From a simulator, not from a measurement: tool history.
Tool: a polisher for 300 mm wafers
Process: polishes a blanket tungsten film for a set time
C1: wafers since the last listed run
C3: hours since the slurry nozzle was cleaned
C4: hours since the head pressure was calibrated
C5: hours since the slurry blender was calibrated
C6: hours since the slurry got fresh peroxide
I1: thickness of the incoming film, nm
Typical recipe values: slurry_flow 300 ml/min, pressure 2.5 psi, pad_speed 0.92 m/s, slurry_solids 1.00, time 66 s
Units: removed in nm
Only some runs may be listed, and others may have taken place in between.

run 1 hour=0.0 | slurry_flow=300 pressure=2.5 pad_speed=0.92 slurry_solids=1.00 time=66 | C1=0 wafers_polished_on_this_pad=621 C3=417.1 C4=69.6 C5=228.0 C6=74.0 | I1=672.3 | removed=185.3
run 2 hour=30.8 | slurry_flow=300 pressure=2.5 pad_speed=0.92 slurry_solids=1.00 time=66 | C1=276 wafers_polished_on_this_pad=897 C3=447.9 C4=100.4 C5=258.8 C6=104.8 | I1=664.9 | removed=185.3
run 3 hour=65.9 | slurry_flow=300 pressure=2.5 pad_speed=0.92 slurry_solids=1.00 time=66 | C1=314 wafers_polished_on_this_pad=1212 C3=483.0 C4=135.5 C5=293.9 C6=139.9 | I1=672.9 | removed=184.7
-- hour=84.2 worn pad replaced by a new one
-- hour=90.6 slurry tank refilled with fresh slurry and peroxide
run 4 hour=128.0 | slurry_flow=300 pressure=2.5 pad_speed=0.92 slurry_solids=1.00 time=66 | C1=511 wafers_polished_on_this_pad=383 C3=545.1 C4=197.6 C5=356.0 C6=37.4 | I1=682.6 | removed=183.4
run 5 hour=146.0 | slurry_flow=300 pressure=2.5 pad_speed=0.92 slurry_solids=1.00 time=66 | C1=161 wafers_polished_on_this_pad=544 C3=563.1 C4=215.6 C5=374.0 C6=55.4 | I1=671.0 | removed=182.7
run 6 hour=167.7 | slurry_flow=300 pressure=2.5 pad_speed=0.92 slurry_solids=1.00 time=66 | C1=194 wafers_polished_on_this_pad=739 C3=584.8 C4=237.3 C5=395.7 C6=77.1 | I1=673.5 | removed=179.8
run 7 hour=180.8 | slurry_flow=300 pressure=2.5 pad_speed=0.92 slurry_solids=1.00 time=66 | C1=117 wafers_polished_on_this_pad=856 C3=597.9 C4=250.4 C5=408.8 C6=90.2 | I1=678.2 | removed=179.1
run 8 hour=202.4 | slurry_flow=300 pressure=2.5 pad_speed=0.92 slurry_solids=1.00 time=66 | C1=193 wafers_polished_on_this_pad=1050 C3=619.5 C4=272.0 C5=430.4 C6=111.8 | I1=676.1 | removed=179.5
-- hour=231.7 slurry blender recalibrated
-- hour=234.6 worn pad replaced by a new one
run 9 hour=235.1 | slurry_flow=300 pressure=2.5 pad_speed=0.92 slurry_solids=1.00 time=66 | C1=248 wafers_polished_on_this_pad=4 C3=652.2 C4=304.7 C5=3.4 C6=144.5 | I1=664.5 | removed=178.6
run 10 hour=249.2 | slurry_flow=300 pressure=2.5 pad_speed=0.92 slurry_solids=1.00 time=66 | C1=126 wafers_polished_on_this_pad=130 C3=666.3 C4=318.8 C5=17.5 C6=158.6 | I1=670.5 | removed=180.7
-- hour=262.9 slurry tank refilled with fresh slurry and peroxide
-- hour=267.1 slurry nozzle cleaned
run 11 hour=279.9 | slurry_flow=300 pressure=2.5 pad_speed=0.92 slurry_solids=1.00 time=66 | C1=257 wafers_polished_on_this_pad=388 C3=12.8 C4=349.5 C5=48.2 C6=17.0 | I1=682.2 | removed=191.7
run 12 hour=313.2 | slurry_flow=235 pressure=2.5 pad_speed=0.66 slurry_solids=1.00 time=44 | C1=298 wafers_polished_on_this_pad=686 C3=46.1 C4=382.8 C5=81.5 C6=50.3 | I1=671.5 | removed=93.8
run 13 hour=328.3 | slurry_flow=300 pressure=2.5 pad_speed=0.92 slurry_solids=1.00 time=66 | C1=135 wafers_polished_on_this_pad=821 C3=61.2 C4=397.9 C5=96.6 C6=65.4 | I1=662.2 | removed=187.7
run 14 hour=359.6 | slurry_flow=300 pressure=3.4 pad_speed=0.92 slurry_solids=1.00 time=58 | C1=280 wafers_polished_on_this_pad=1102 C3=92.5 C4=429.2 C5=127.9 C6=96.7 | I1=660.2 | removed=227.0
run 15 hour=373.5 | slurry_flow=300 pressure=2.8 pad_speed=1.16 slurry_solids=1.00 time=66 | C1=124 wafers_polished_on_this_pad=1226 C3=106.4 C4=443.1 C5=141.8 C6=110.6 | I1=671.0 | removed=258.2
run 16 hour=394.3 | slurry_flow=300 pressure=2.5 pad_speed=0.70 slurry_solids=0.85 time=66 | C1=186 wafers_polished_on_this_pad=1413 C3=127.2 C4=463.9 C5=162.6 C6=131.4 | I1=676.6 | removed=145.8
-- hour=411.7 worn pad replaced by a new one
run 17 hour=429.8 | slurry_flow=300 pressure=2.5 pad_speed=0.92 slurry_solids=1.00 time=66 | C1=282 wafers_polished_on_this_pad=162 C3=162.7 C4=499.4 C5=198.1 C6=166.9 | I1=673.0 | removed=189.8
-- hour=434.1 head pressure recalibrated
-- hour=436.5 slurry tank refilled with fresh slurry and peroxide
run 18 hour=446.7 | slurry_flow=300 pressure=2.5 pad_speed=0.92 slurry_solids=1.00 time=58 | C1=124 wafers_polished_on_this_pad=286 C3=179.6 C4=12.6 C5=215.0 C6=10.2 | I1=680.9 | removed=165.8
run 19 hour=470.7 | slurry_flow=380 pressure=3.0 pad_speed=0.76 slurry_solids=1.15 time=66 | C1=215 wafers_polished_on_this_pad=501 C3=203.6 C4=36.6 C5=239.0 C6=34.2 | I1=678.2 | removed=205.3
run 20 hour=504.3 | slurry_flow=235 pressure=3.1 pad_speed=0.74 slurry_solids=0.90 time=66 | C1=301 wafers_polished_on_this_pad=802 C3=237.2 C4=70.2 C5=272.6 C6=67.8 | I1=684.9 | removed=188.4
run 21 hour=540.3 | slurry_flow=300 pressure=2.1 pad_speed=0.92 slurry_solids=1.00 time=66 | C1=322 wafers_polished_on_this_pad=1125 C3=273.2 C4=106.2 C5=308.6 C6=103.8 | I1=677.9 | removed=158.5
-- hour=545.7 worn pad replaced by a new one
run 22 hour=561.2 | slurry_flow=300 pressure=2.5 pad_speed=1.16 slurry_solids=1.00 time=50 | C1=151 wafers_polished_on_this_pad=138 C3=294.1 C4=127.1 C5=329.5 C6=124.7 | I1=667.1 | removed=175.6
run 23 hour=576.1 | slurry_flow=300 pressure=3.2 pad_speed=0.66 slurry_solids=1.00 time=66 | C1=133 wafers_polished_on_this_pad=272 C3=309.0 C4=142.0 C5=344.4 C6=139.6 | I1=673.7 | removed=183.3
-- hour=589.5 slurry tank refilled with fresh slurry and peroxide
run 24 hour=608.8 | slurry_flow=240 pressure=1.9 pad_speed=1.14 slurry_solids=1.15 time=66 | C1=284 wafers_polished_on_this_pad=556 C3=341.7 C4=174.7 C5=377.1 C6=19.3 | I1=664.1 | removed=172.7
run 25 hour=627.0 | slurry_flow=330 pressure=2.5 pad_speed=0.92 slurry_solids=1.00 time=53 | C1=163 wafers_polished_on_this_pad=719 C3=359.9 C4=192.9 C5=395.3 C6=37.5 | I1=667.3 | removed=152.1

Exercise: give the hidden state of the tool at every run:
removal rate lost through wear of the pad, %: 0 on each run
deviation of the head's pressure from its setpoint, %: 0 on each run
abrasive missing from the slurry, %: 0 on each run
peroxide lost from the slurry, %: 0 on each run
H1: slurry flow missing at the pad, %
run=1 H1=14.7
run=2 H1=16.9
run=3 H1=19.6
run=4 H1=24.9
run=5 H1=26.6
run=6 H1=28.7
run=7 H1=29.9
run=8 H1=32.1
run=9 H1=35.6
run=10 H1=37.2
run=11 H1=0.243
run=12 H1=0.407
run=13 H1=0.542
run=14 H1=0.943
run=15 H1=1.17
run=16 H1=1.58
run=17 H1=2.44
run=18 H1=2.92
run=19 H1=3.69
run=20 H1=4.92
run=21 H1=6.45
run=22 H1=7.44
run=23 H1=8.19
run=24 H1=9.96
run=25 H1=11
